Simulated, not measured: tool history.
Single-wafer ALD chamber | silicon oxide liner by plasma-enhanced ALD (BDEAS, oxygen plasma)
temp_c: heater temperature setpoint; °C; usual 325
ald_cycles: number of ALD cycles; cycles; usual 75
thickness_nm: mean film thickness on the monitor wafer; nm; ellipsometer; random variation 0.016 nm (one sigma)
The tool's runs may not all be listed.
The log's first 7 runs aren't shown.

run   hour  temp_c  ald_cycles  wafers since the last listed run  hours since the last thermocouple change  hours since the gauge calibration  read-back reference wafer on the same gauge, thickness_nm  thickness_nm
  8  158.6     325          75                                63                                    2559.3                              378.6                                                      7.668         6.380
  9  182.1     325          75                               117                                    2582.8                              402.1                                                      7.664         6.411
 10  217.4     325          75                               176                                    2618.1                              437.4                                                      7.669         6.416
 11  241.3     325          75                               119                                    2642.0                              461.3                                                      7.671         6.423
 12  259.4     325          75                                90                                    2660.1                              479.4                                                      7.667         6.392
 13  287.4     325          75                               140                                    2688.1                              507.4                                                      7.668         6.404
     298.5  -- gauge calibrated
 14  311.2     325          75                               119                                    2711.9                               12.7                                                      7.674         6.372
 15  343.4     320          84                               161                                    2744.1                               44.9                                                      7.666         7.232
 16  360.5     316          82                                85                                    2761.2                               62.0                                                      7.666         7.093
 17  378.0     325          75                                87                                    2778.7                               79.5                                                      7.673         6.420
 18  402.8     320          82                               124                                    2803.5                              104.3                                                      7.675         7.035
 19  429.5     310          81                               133                                    2830.2                              131.0                                                      7.668         7.092
     456.5  -- thermocouple changed; heater temperature recalibrated
 20  462.1     311          70                               123                                       5.6                              163.6                                                      7.673         6.091
 21  498.0     325          79                               179                                      41.5                              199.5                                                      7.671         6.742
 22  529.5     325          75                               157                                      73.0                              231.0                                                      7.663         6.417
 23  543.4     313          79                                69                                      86.9                              244.9                                                      7.668         6.897
 24  557.2     329          75                                69                                     100.7                              258.7                                                      7.667         6.368
 25  592.1     325          75                               174                                     135.6                              293.6                                                      7.670         6.413
 26  607.8     310          79                                78                                     151.3                              309.3                                                      7.668         6.892
 27  636.2     325          75                               142                                     179.7                              337.7                                                      7.670         6.412
 28  669.4     325          75                               166                                     212.9                              370.9                                                      7.678         6.414
 29  688.8     316          66                                97                                     232.3                              390.3                                                      7.666         5.700
 30  707.9     315          62                                95                                     251.4                              409.4                                                      7.676         5.370

Forecast each of these 4 alternatives for the next run:
  A  708.4     333          75                                 2                                     251.9                              409.9                                                          ?             ?
  B  708.4     336          80                                 2                                     251.9                              409.9                                                          ?             ?
  C  708.4     334          83                                 2                                     251.9                              409.9                                                          ?             ?
  D  708.4     317          70                                 2                                     251.9                              409.9                                                          ?             ?

run  read-back reference wafer on the same gauge, thickness_nm  thickness_nm
  A                                                      7.671         6.279
  B                                                      7.671         6.664
  C                                                      7.671         6.938
  D                                                      7.671         6.018
Without the tool's hidden state the same runs would have given:
run  thickness_nm
  A         6.279
  B         6.664
  C         6.938
  D         6.018
